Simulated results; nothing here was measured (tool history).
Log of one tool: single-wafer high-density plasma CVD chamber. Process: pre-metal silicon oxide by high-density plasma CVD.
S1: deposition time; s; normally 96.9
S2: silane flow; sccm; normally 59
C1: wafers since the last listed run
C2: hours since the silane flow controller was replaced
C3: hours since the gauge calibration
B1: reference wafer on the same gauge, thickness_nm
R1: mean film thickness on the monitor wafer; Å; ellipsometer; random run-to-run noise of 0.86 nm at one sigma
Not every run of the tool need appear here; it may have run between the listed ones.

Run 1, hour 0: usual settings; C1 0; C2 3445.9; C3 119.5; B1 504.785. Result: R1 5728.77 Å.
Run 2, hour 11.7: usual settings; C1 168; C2 3457.6; C3 131.2; B1 505.141. Result: R1 5736.8 Å.
Run 3, hour 19: usual settings; C1 105; C2 3464.9; C3 138.5; B1 505.262. Result: R1 5737.76 Å.
Run 4, hour 60.3: usual settings; C1 596; C2 3506.2; C3 179.8; B1 505.99. Result: R1 5750.44 Å.
At hour 76.5: silane flow controller replaced.
Run 5, hour 77: usual settings but S1 109.4 s, S2 63 sccm; C1 125; C2 0.5; C3 196.5; B1 506.312. Result: R1 6953.12 Å.
Run 6, hour 85.4: usual settings but S1 109.4 s, S2 63 sccm; C1 121; C2 8.9; C3 204.9; B1 506.337. Result: R1 6943.46 Å.
At hour 113.1: gauge calibrated.
Run 7, hour 116.5: usual settings but S1 109.4 s, S2 63 sccm; C1 448; C2 40; C3 3.4; B1 502.828. Result: R1 6899.24 Å.
Run 8, hour 130.7: usual settings; C1 204; C2 54.2; C3 17.6; B1 503.294. Result: R1 5720.82 Å.
Run 9, hour 143.4: usual settings but S1 82 s, S2 63 sccm; C1 183; C2 66.9; C3 30.3; B1 503.458. Result: R1 5180.62 Å.
Run 10, hour 161: usual settings but S1 113.2 s, S2 63 sccm; C1 254; C2 84.5; C3 47.9; B1 504.039. Result: R1 7150.77 Å.
Run 11, hour 167.4: usual settings but S1 104.6 s, S2 54 sccm; C1 92; C2 90.9; C3 54.3; B1 503.958. Result: R1 5654.54 Å.
Run 12, hour 196.7: usual settings; C1 422; C2 120.2; C3 83.6; B1 504.591. Result: R1 5731.25 Å.
Run 13, hour 206.3: usual settings but S2 51 sccm; C1 138; C2 129.8; C3 93.2; B1 504.664. Result: R1 4958.43 Å.
Run 14, hour 218.4: usual settings but S1 110.5 s, S2 64 sccm; C1 174; C2 141.9; C3 105.3; B1 504.817. Result: R1 7095.63 Å.

4 ways to go on from here, each from the tool as it stands after run 14. What would each give?
Run A, hour 218.8: usual settings but S1 78 s; C1 5; C2 142.3; C3 105.7; B1 ?. Result: R1 ?.
Run B, hour 218.8: usual settings but S1 112.8 s; C1 5; C2 142.3; C3 105.7; B1 ?. Result: R1 ?.
Run C, hour 218.8: usual settings but S1 116 s, S2 63 sccm; C1 5; C2 142.3; C3 105.7; B1 ?. Result: R1 ?.
Run D, hour 218.8: usual settings but S1 83.3 s, S2 49 sccm; C1 5; C2 142.3; C3 105.7; B1 ?. Result: R1 ?.

run       B1       R1
  A  505.033  4629.88
  B  505.033  6695.51
  C  505.033  7352.27
  D  505.033  4106.42
What these runs would have given with no unlogged condition in the tool:
run       R1
  A  4611.68
  B   6669.2
  C  7323.37
  D  4090.28
